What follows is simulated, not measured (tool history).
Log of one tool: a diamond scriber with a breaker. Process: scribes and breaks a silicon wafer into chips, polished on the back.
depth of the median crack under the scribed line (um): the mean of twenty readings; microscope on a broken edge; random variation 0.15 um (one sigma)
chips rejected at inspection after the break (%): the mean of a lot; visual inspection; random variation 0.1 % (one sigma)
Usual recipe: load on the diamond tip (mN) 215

| run | hour | load on the diamond tip (mN) | wafers since the last listed run | hours since the diamond tip was replaced | hours since the load on the tip was calibrated | incoming depth of the damage left on the back of the incoming wafer, um | depth of the median crack under the scribed line (um) | chips rejected at inspection after the break (%) |
|---|---|---|---|---|---|---|---|---|
| 1 | 0 | 242 | 0 | 195.6 | 364.7 | 0.04 | 7.96 | 3.62 |
| 2 | 56.4 | 242 | 256 | 252 | 421.1 | 0.02 | 7.88 | 3.74 |
| 3 | 126.6 | 242 | 318 | 322.2 | 491.3 | 0.02 | 7.78 | 4.58 |
|  | 165.3 | diamond tip replaced by a new one |
| 4 | 167.5 | 172 | 176 | 2.2 | 532.2 | 0.03 | 7.54 | 6.88 |
| 5 | 214.6 | 264 | 213 | 49.3 | 579.3 | 0.04 | 9.43 | 2.31 |
| 6 | 240.1 | 215 | 115 | 74.8 | 604.8 | 0.04 | 7.78 | 3.86 |
| 7 | 282.9 | 215 | 194 | 117.6 | 647.6 | 0.02 | 7.45 | 5.32 |
| 8 | 471.4 | 215 | 856 | 306.1 | 836.1 | 0.03 | 7.3 | 9.56 |
|  | 502.9 | diamond tip replaced by a new one |
| 9 | 524.1 | 215 | 230 | 21.2 | 888.8 | 0.02 | 8.45 | 2.33 |
| 10 | 557.6 | 215 | 152 | 54.7 | 922.3 | 0.01 | 8.18 | 2.93 |
| 11 | 615.2 | 276 | 261 | 112.3 | 979.9 | 0.01 | 9.02 | 1.68 |
| 12 | 647.2 | 215 | 145 | 144.3 | 1011.9 | 0.03 | 7.45 | 6 |
| 13 | 718.9 | 242 | 325 | 216 | 1083.6 | 0.01 | 7.64 | 3.34 |
|  | 740.7 | load on the tip recalibrated |
| 14 | 768.4 | 245 | 215 | 265.5 | 27.7 | 0.01 | 7.85 | 3.76 |
| 15 | 794.9 | 247 | 120 | 292 | 54.2 | 0.05 | 7.88 | 3.79 |
|  | 834.5 | diamond tip replaced by a new one |
| 16 | 843.3 | 232 | 210 | 8.8 | 102.6 | 0.03 | 9.12 | 1.82 |
| 17 | 888.8 | 215 | 206 | 54.3 | 148.1 | 0.02 | 8.26 | 3.03 |
| 18 | 939.8 | 241 | 231 | 105.3 | 199.1 | 0.02 | 8.23 | 2.22 |

Forecast run 19:
| 19 | 1001 | 236 | 277 | 166.5 | 260.3 | 0.03 | ? | ? |

depth of the median crack under the scribed line (um): 7.9
chips rejected at inspection after the break (%): 3.62
Without the tool's hidden state the same run would have given depth of the median crack under the scribed line (um) 9.42, chips rejected at inspection after the break (%) 2.3.

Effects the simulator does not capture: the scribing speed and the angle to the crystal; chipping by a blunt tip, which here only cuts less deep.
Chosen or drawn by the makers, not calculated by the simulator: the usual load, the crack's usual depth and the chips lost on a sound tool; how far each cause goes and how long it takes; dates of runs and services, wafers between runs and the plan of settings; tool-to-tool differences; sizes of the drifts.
